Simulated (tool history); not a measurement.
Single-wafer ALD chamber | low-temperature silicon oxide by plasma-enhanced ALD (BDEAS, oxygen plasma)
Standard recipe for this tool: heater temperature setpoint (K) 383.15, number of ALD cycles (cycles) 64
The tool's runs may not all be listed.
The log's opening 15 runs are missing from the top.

run     day  heater temperature setpoint (K)  number of ALD cycles (cycles)  wafers since the last listed run  hours since the last thermocouple change  hours since the gauge calibration  read-back reference wafer on the same gauge, thickness_nm  mean film thickness on the monitor wafer (Å)
 16  20.683                           383.15                             64                               234                                     698.9                                429                                                      8.208                                         88.84
 17  21.496                           377.15                             64                               131                                     718.4                              448.5                                                      8.197                                         89.63
 18  22.912                           398.15                             56                               229                                     752.4                              482.5                                                      8.201                                         74.82
 19  23.633                           383.15                             64                               116                                     769.7                              499.8                                                      8.203                                         88.54
 20  24.862                           383.15                             75                               199                                     799.2                              529.3                                                        8.2                                        103.69
     25.388  -- gauge calibrated
 21  25.688                           377.15                             64                               133                                       819                                7.2                                                      8.206                                         89.55
 22  26.838                           383.15                             64                               186                                     846.6                               34.8                                                      8.202                                         88.26
     28.258  -- thermocouple changed; heater temperature recalibrated
 23  28.279                           383.15                             71                               179                                       0.5                               69.4                                                      8.199                                         98.98
 24  28.612                           392.15                             64                                53                                       8.5                               77.4                                                      8.205                                         87.17
 25  29.167                           383.15                             64                                89                                      21.8                               90.7                                                      8.199                                         89.07
 26  29.717                           376.15                             70                                89                                        35                              103.9                                                      8.202                                         99.21
 27  30.433                           383.15                             72                               116                                      52.2                              121.1                                                      8.201                                        100.44
 28  31.579                           390.15                             56                               185                                      79.7                              148.6                                                      8.199                                         76.86
 29  32.879                           383.15                             64                               210                                     110.9                              179.8                                                      8.201                                         88.94
 30   33.55                           394.15                             58                               108                                       127                              195.9                                                      8.203                                         78.95
 31  34.433                           387.15                             57                               143                                     148.2                              217.1                                                      8.198                                         78.73
 32  35.604                           390.15                             56                               189                                     176.3                              245.2                                                      8.201                                         77.26

Consider 5 possible next runs. They are alternatives, not a sequence: every one starts from the tool as it was left by run 32. What does each give?
  A  35.625                           383.15                             64                                 3                                     176.8                              245.7                                                          ?                                             ?
  B  35.625                           373.15                             64                                 3                                     176.8                              245.7                                                          ?                                             ?
  C  35.625                           383.15                             73                                 3                                     176.8                              245.7                                                          ?                                             ?
  D  35.625                           396.15                             60                                 3                                     176.8                              245.7                                                          ?                                             ?
  E  35.625                           372.15                             52                                 3                                     176.8                              245.7                                                          ?                                             ?

run  read-back reference wafer on the same gauge, thickness_nm  mean film thickness on the monitor wafer (Å)
  A                                                      8.203                                         89.06
  B                                                      8.203                                         91.08
  C                                                      8.203                                        101.58
  D                                                      8.203                                         81.21
  E                                                      8.203                                          74.3
The same runs, with their run-to-run variation unchanged, on a tool lacking any hidden condition would have given:
run  mean film thickness on the monitor wafer (Å)
  A                                         89.13
  B                                         91.23
  C                                        101.67
  D                                         81.29
  E                                         74.43
